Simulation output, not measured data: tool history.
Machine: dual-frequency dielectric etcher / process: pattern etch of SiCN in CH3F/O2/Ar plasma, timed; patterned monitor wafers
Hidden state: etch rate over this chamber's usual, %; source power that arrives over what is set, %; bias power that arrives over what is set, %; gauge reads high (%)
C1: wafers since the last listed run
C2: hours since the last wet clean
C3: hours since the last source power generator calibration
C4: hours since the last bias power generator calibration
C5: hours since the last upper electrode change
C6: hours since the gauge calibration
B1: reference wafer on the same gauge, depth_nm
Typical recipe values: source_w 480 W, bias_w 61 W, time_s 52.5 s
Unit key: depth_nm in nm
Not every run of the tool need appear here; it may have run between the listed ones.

{"run": 1, "hour": 0.0, "source_w": 480, "bias_w": 71, "time_s": 52.5, "C1": 0, "C2": 339.6, "C3": 4770.9, "C4": 2507.2, "C5": 4485.6, "C6": 309.1, "B1": 15.89, "depth_nm": 20.99}
{"hour": 46.4, "done": "wet clean of the chamber"}
{"run": 2, "hour": 46.9, "source_w": 480, "bias_w": 71, "time_s": 52.5, "C1": 238, "C2": 0.5, "C3": 4817.8, "C4": 2554.1, "C5": 4532.5, "C6": 356, "B1": 15.88, "depth_nm": 20.68}
{"run": 3, "hour": 100.9, "source_w": 480, "bias_w": 71, "time_s": 52.5, "C1": 562, "C2": 54.5, "C3": 4871.8, "C4": 2608.1, "C5": 4586.5, "C6": 410, "B1": 15.9, "depth_nm": 20.56}
{"run": 4, "hour": 141.0, "source_w": 480, "bias_w": 61, "time_s": 52.5, "C1": 417, "C2": 94.6, "C3": 4911.9, "C4": 2648.2, "C5": 4626.6, "C6": 450.1, "B1": 15.88, "depth_nm": 19.95}
{"run": 5, "hour": 166.0, "source_w": 480, "bias_w": 61, "time_s": 52.5, "C1": 260, "C2": 119.6, "C3": 4936.9, "C4": 2673.2, "C5": 4651.6, "C6": 475.1, "B1": 15.92, "depth_nm": 20.07}
{"run": 6, "hour": 190.3, "source_w": 480, "bias_w": 61, "time_s": 52.5, "C1": 252, "C2": 143.9, "C3": 4961.2, "C4": 2697.5, "C5": 4675.9, "C6": 499.4, "B1": 15.92, "depth_nm": 19.83}
{"run": 7, "hour": 217.3, "source_w": 480, "bias_w": 61, "time_s": 52.5, "C1": 281, "C2": 170.9, "C3": 4988.2, "C4": 2724.5, "C5": 4702.9, "C6": 526.4, "B1": 15.92, "depth_nm": 20.04}
{"run": 8, "hour": 251.0, "source_w": 480, "bias_w": 61, "time_s": 52.5, "C1": 350, "C2": 204.6, "C3": 5021.9, "C4": 2758.2, "C5": 4736.6, "C6": 560.1, "B1": 15.91, "depth_nm": 20.04}
{"run": 9, "hour": 308.9, "source_w": 480, "bias_w": 61, "time_s": 52.5, "C1": 602, "C2": 262.5, "C3": 5079.8, "C4": 2816.1, "C5": 4794.5, "C6": 618, "B1": 15.92, "depth_nm": 20.02}
{"run": 10, "hour": 369.3, "source_w": 480, "bias_w": 61, "time_s": 60, "C1": 628, "C2": 322.9, "C3": 5140.2, "C4": 2876.5, "C5": 4854.9, "C6": 678.4, "B1": 15.91, "depth_nm": 22.88}
{"hour": 400.3, "done": "wet clean of the chamber"}
{"run": 11, "hour": 427.1, "source_w": 480, "bias_w": 61, "time_s": 60, "C1": 351, "C2": 26.8, "C3": 5198, "C4": 2934.3, "C5": 4912.7, "C6": 736.2, "B1": 15.89, "depth_nm": 22.73}
{"run": 12, "hour": 476.4, "source_w": 480, "bias_w": 61, "time_s": 60, "C1": 513, "C2": 76.1, "C3": 5247.3, "C4": 2983.6, "C5": 4962, "C6": 785.5, "B1": 15.9, "depth_nm": 22.86}
{"run": 13, "hour": 531.8, "source_w": 480, "bias_w": 52, "time_s": 66, "C1": 576, "C2": 131.5, "C3": 5302.7, "C4": 3039, "C5": 5017.4, "C6": 840.9, "B1": 15.9, "depth_nm": 24.21}
{"run": 14, "hour": 573.6, "source_w": 410, "bias_w": 61, "time_s": 39.5, "C1": 435, "C2": 173.3, "C3": 5344.5, "C4": 3080.8, "C5": 5059.2, "C6": 882.7, "B1": 15.89, "depth_nm": 14.18}
{"hour": 588.4, "done": "bias power generator calibrated"}
{"run": 15, "hour": 598.6, "source_w": 480, "bias_w": 61, "time_s": 47.5, "C1": 218, "C2": 198.3, "C3": 5369.5, "C4": 10.2, "C5": 5084.2, "C6": 907.7, "B1": 15.89, "depth_nm": 18.12}
{"run": 16, "hour": 631.1, "source_w": 480, "bias_w": 68, "time_s": 56.5, "C1": 338, "C2": 230.8, "C3": 5402, "C4": 42.7, "C5": 5116.7, "C6": 940.2, "B1": 15.92, "depth_nm": 22.22}
{"hour": 658.7, "done": "source power generator calibrated"}
{"run": 17, "hour": 668.2, "source_w": 580, "bias_w": 61, "time_s": 52.5, "C1": 344, "C2": 267.9, "C3": 9.5, "C4": 79.8, "C5": 5153.8, "C6": 977.3, "B1": 15.91, "depth_nm": 21.63}
{"run": 18, "hour": 695.9, "source_w": 480, "bias_w": 61, "time_s": 62, "C1": 288, "C2": 295.6, "C3": 37.2, "C4": 107.5, "C5": 5181.5, "C6": 1005, "B1": 15.91, "depth_nm": 23.83}
{"hour": 748.2, "done": "gauge calibrated"}
{"hour": 758.3, "done": "wet clean of the chamber"}
{"run": 19, "hour": 758.8, "source_w": 480, "bias_w": 61, "time_s": 52.5, "C1": 404, "C2": 0.5, "C3": 100.1, "C4": 170.4, "C5": 5244.4, "C6": 10.6, "B1": 15.87, "depth_nm": 19.68}
{"hour": 817.4, "done": "upper electrode replaced"}
{"run": 20, "hour": 817.9, "source_w": 360, "bias_w": 52, "time_s": 44, "C1": 365, "C2": 59.6, "C3": 159.2, "C4": 229.5, "C5": 0.5, "C6": 69.7, "B1": 15.9, "depth_nm": 14.39}
{"run": 21, "hour": 840.7, "source_w": 380, "bias_w": 57, "time_s": 44, "C1": 237, "C2": 82.4, "C3": 182, "C4": 252.3, "C5": 23.3, "C6": 92.5, "B1": 15.91, "depth_nm": 15.01}
{"run": 22, "hour": 883.8, "source_w": 480, "bias_w": 61, "time_s": 52.5, "C1": 448, "C2": 125.5, "C3": 225.1, "C4": 295.4, "C5": 66.4, "C6": 135.6, "B1": 15.91, "depth_nm": 20.01}
{"run": 23, "hour": 944.2, "source_w": 440, "bias_w": 53, "time_s": 52.5, "C1": 628, "C2": 185.9, "C3": 285.5, "C4": 355.8, "C5": 126.8, "C6": 196, "B1": 15.9, "depth_nm": 18.86}
{"run": 24, "hour": 1013.5, "source_w": 570, "bias_w": 61, "time_s": 52.5, "C1": 721, "C2": 255.2, "C3": 354.8, "C4": 425.1, "C5": 196.1, "C6": 265.3, "B1": 15.92, "depth_nm": 21.44}
{"run": 25, "hour": 1051.2, "source_w": 510, "bias_w": 49, "time_s": 47.5, "C1": 392, "C2": 292.9, "C3": 392.5, "C4": 462.8, "C5": 233.8, "C6": 303, "B1": 15.86, "depth_nm": 17.66}

List, for all runs, the conditions of the tool that the log does not record:
source power that arrives over what is set, %: 0 at every run
bias power that arrives over what is set, %: 0 at every run
gauge reads high (%): 0 at every run
H1: etch rate over this chamber's usual, %
run=1 H1=1.63
run=2 H1=-0.131
run=3 H1=0.128
run=4 H1=0.321
run=5 H1=0.441
run=6 H1=0.557
run=7 H1=0.687
run=8 H1=0.848
run=9 H1=1.13
run=10 H1=1.42
run=11 H1=0.33
run=12 H1=0.566
run=13 H1=0.832
run=14 H1=1.03
run=15 H1=1.15
run=16 H1=1.31
run=17 H1=1.49
run=18 H1=1.62
run=19 H1=0.0306
run=20 H1=0.314
run=21 H1=0.423
run=22 H1=0.63
run=23 H1=0.92
run=24 H1=1.25
run=25 H1=1.43
